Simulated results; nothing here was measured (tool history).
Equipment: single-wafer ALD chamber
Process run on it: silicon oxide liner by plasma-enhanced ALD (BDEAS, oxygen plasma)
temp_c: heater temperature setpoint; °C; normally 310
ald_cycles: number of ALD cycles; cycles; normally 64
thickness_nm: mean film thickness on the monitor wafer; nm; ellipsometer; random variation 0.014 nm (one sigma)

| run | day | temp_c | ald_cycles | wafers since the last listed run | hours since the last thermocouple change | hours since the gauge calibration | read-back reference wafer on the same gauge, thickness_nm | thickness_nm |
|---|---|---|---|---|---|---|---|---|
| 1 | 0.000 | 310 | 70 | 0 | 2053.6 | 232.9 | 6.670 | 6.215 |
| 2 | 1.183 | 310 | 64 | 128 | 2082.0 | 261.3 | 6.669 | 5.697 |
| 3 | 2.300 | 310 | 64 | 121 | 2108.8 | 288.1 | 6.669 | 5.676 |
| 4 | 2.967 | 310 | 64 | 72 | 2124.8 | 304.1 | 6.667 | 5.694 |
| 5 | 5.771 | 310 | 64 | 305 | 2192.1 | 371.4 | 6.668 | 5.687 |
| 6 | 9.667 | 310 | 64 | 424 | 2285.6 | 464.9 | 6.669 | 5.706 |
| 7 | 10.408 | 310 | 64 | 80 | 2303.4 | 482.7 | 6.670 | 5.704 |
| 8 | 11.204 | 310 | 64 | 86 | 2322.5 | 501.8 | 6.668 | 5.682 |
| 9 | 11.838 | 321 | 64 | 69 | 2337.7 | 517.0 | 6.670 | 5.596 |
| 10 | 12.696 | 302 | 54 | 93 | 2358.3 | 537.6 | 6.674 | 4.861 |
| 11 | 13.542 | 317 | 64 | 92 | 2378.6 | 557.9 | 6.670 | 5.620 |
|  | 14.342 | gauge calibrated |
|  | 14.546 | thermocouple changed; heater temperature recalibrated |
| 12 | 14.588 | 317 | 64 | 77 | 1.0 | 5.9 | 6.670 | 5.610 |
| 13 | 15.379 | 310 | 58 | 86 | 20.0 | 24.9 | 6.672 | 5.174 |
| 14 | 16.167 | 300 | 64 | 85 | 38.9 | 43.8 | 6.669 | 5.800 |
| 15 | 17.600 | 314 | 73 | 156 | 73.3 | 78.2 | 6.670 | 6.476 |
| 16 | 18.438 | 310 | 64 | 91 | 93.4 | 98.3 | 6.670 | 5.676 |
| 17 | 19.121 | 298 | 52 | 74 | 109.8 | 114.7 | 6.668 | 4.751 |
| 18 | 19.842 | 306 | 76 | 78 | 127.1 | 132.0 | 6.669 | 6.792 |
| 19 | 21.288 | 310 | 64 | 157 | 161.8 | 166.7 | 6.670 | 5.710 |
| 20 | 22.204 | 299 | 61 | 99 | 183.8 | 188.7 | 6.670 | 5.550 |
| 21 | 23.529 | 324 | 57 | 144 | 215.6 | 220.5 | 6.666 | 4.961 |
| 22 | 24.092 | 317 | 76 | 61 | 229.1 | 234.0 | 6.670 | 6.703 |
| 23 | 25.054 | 322 | 72 | 104 | 252.2 | 257.1 | 6.671 | 6.266 |
| 24 | 25.775 | 310 | 73 | 78 | 269.5 | 274.4 | 6.668 | 6.476 |

Branching from run 24: 5 alternative next runs. What would each branch give?
| A | 25.796 | 296 | 64 | 2 | 270.0 | 274.9 | ? | ? |
| B | 25.796 | 319 | 58 | 2 | 270.0 | 274.9 | ? | ? |
| C | 25.796 | 304 | 69 | 2 | 270.0 | 274.9 | ? | ? |
| D | 25.796 | 322 | 58 | 2 | 270.0 | 274.9 | ? | ? |
| E | 25.796 | 322 | 53 | 2 | 270.0 | 274.9 | ? | ? |

| run | read-back reference wafer on the same gauge, thickness_nm | thickness_nm |
|---|---|---|
| A | 6.672 | 5.897 |
| B | 6.672 | 5.082 |
| C | 6.672 | 6.194 |
| D | 6.672 | 5.057 |
| E | 6.672 | 4.621 |
Without the tool's hidden state the same runs would have given:
| run | thickness_nm |
|---|---|
| A | 5.897 |
| B | 5.082 |
| C | 6.194 |
| D | 5.057 |
| E | 4.621 |

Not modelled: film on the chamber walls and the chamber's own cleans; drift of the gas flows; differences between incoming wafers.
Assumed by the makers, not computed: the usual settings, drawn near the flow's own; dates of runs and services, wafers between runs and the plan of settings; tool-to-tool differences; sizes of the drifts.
